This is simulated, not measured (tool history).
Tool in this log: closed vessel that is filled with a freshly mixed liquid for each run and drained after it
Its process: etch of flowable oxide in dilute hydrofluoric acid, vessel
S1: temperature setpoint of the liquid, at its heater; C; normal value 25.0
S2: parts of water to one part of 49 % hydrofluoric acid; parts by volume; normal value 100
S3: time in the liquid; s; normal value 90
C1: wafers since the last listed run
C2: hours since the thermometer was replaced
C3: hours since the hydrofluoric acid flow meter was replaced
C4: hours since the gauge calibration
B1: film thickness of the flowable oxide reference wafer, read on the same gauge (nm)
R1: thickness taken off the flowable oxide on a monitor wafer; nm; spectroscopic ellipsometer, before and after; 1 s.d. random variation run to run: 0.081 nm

run 1 day=0.000 | S1=22.5 S2=125 S3=90 | C1=0 C2=991.2 C3=852.1 C4=476.0 | B1=69.97 | R1=17.70
-- day=0.112 thermometer replaced
run 2 day=0.592 | S1=22.5 S2=125 S3=90 | C1=1370 C2=11.5 C3=866.3 C4=490.2 | B1=69.96 | R1=18.11
run 3 day=1.079 | S1=22.5 S2=125 S3=90 | C1=1214 C2=23.2 C3=878.0 C4=501.9 | B1=69.99 | R1=18.07
run 4 day=1.433 | S1=25.0 S2=85 S3=90 | C1=882 C2=31.7 C3=886.5 C4=510.4 | B1=69.95 | R1=30.70
run 5 day=1.704 | S1=25.0 S2=85 S3=90 | C1=674 C2=38.2 C3=893.0 C4=516.9 | B1=70.03 | R1=30.70
run 6 day=2.438 | S1=25.0 S2=70 S3=90 | C1=1826 C2=55.8 C3=910.6 C4=534.5 | B1=70.00 | R1=37.92
run 7 day=2.700 | S1=25.0 S2=70 S3=90 | C1=653 C2=62.1 C3=916.9 C4=540.8 | B1=70.00 | R1=38.07
run 8 day=3.258 | S1=25.0 S2=140 S3=90 | C1=1390 C2=75.5 C3=930.3 C4=554.2 | B1=69.97 | R1=17.50
run 9 day=3.550 | S1=25.0 S2=100 S3=50 | C1=726 C2=82.5 C3=937.3 C4=561.2 | B1=70.00 | R1=14.21
run 10 day=3.958 | S1=22.0 S2=125 S3=70 | C1=1017 C2=92.3 C3=947.1 C4=571.0 | B1=70.00 | R1=13.72
-- day=3.967 gauge calibrated
run 11 day=4.667 | S1=21.5 S2=125 S3=90 | C1=1764 C2=109.3 C3=964.1 C4=16.8 | B1=69.96 | R1=17.38
run 12 day=5.104 | S1=25.0 S2=100 S3=90 | C1=1089 C2=119.8 C3=974.6 C4=27.3 | B1=69.98 | R1=25.66
-- day=5.321 hydrofluoric acid flow meter replaced
-- day=5.412 thermometer replaced, repeated, since the last time left the tool worse
run 13 day=5.633 | S1=25.0 S2=100 S3=90 | C1=1110 C2=5.3 C3=7.5 C4=40.0 | B1=70.00 | R1=24.68
run 14 day=5.950 | S1=29.5 S2=65 S3=45 | C1=788 C2=12.9 C3=15.1 C4=47.6 | B1=70.00 | R1=23.67
run 15 day=7.167 | S1=25.0 S2=100 S3=90 | C1=3031 C2=42.1 C3=44.3 C4=76.8 | B1=69.99 | R1=24.69
run 16 day=7.779 | S1=22.5 S2=115 S3=90 | C1=1525 C2=56.8 C3=59.0 C4=91.5 | B1=69.96 | R1=19.02
run 17 day=8.212 | S1=21.0 S2=130 S3=65 | C1=1079 C2=67.2 C3=69.4 C4=101.9 | B1=70.01 | R1=11.28
run 18 day=8.646 | S1=29.0 S2=145 S3=40 | C1=1079 C2=77.6 C3=79.8 C4=112.3 | B1=69.99 | R1=8.32
run 19 day=9.242 | S1=21.5 S2=130 S3=60 | C1=1484 C2=91.9 C3=94.1 C4=126.6 | B1=70.00 | R1=10.63
run 20 day=9.592 | S1=29.5 S2=100 S3=90 | C1=871 C2=100.3 C3=102.5 C4=135.0 | B1=69.98 | R1=29.33
run 21 day=9.954 | S1=29.5 S2=65 S3=140 | C1=903 C2=109.0 C3=111.2 C4=143.7 | B1=69.98 | R1=73.94

Expected results for the next run?
run 22 day=10.288 | S1=29.0 S2=100 S3=75 | C1=830 C2=117.0 C3=119.2 C4=151.7 | B1=? | R1=?

{"run 22": {"B1": 70.01, "R1": 24.04}}
Were there no unlogged condition in the tool, this run, its random variation unchanged, would have produced R1 23.95 nm.
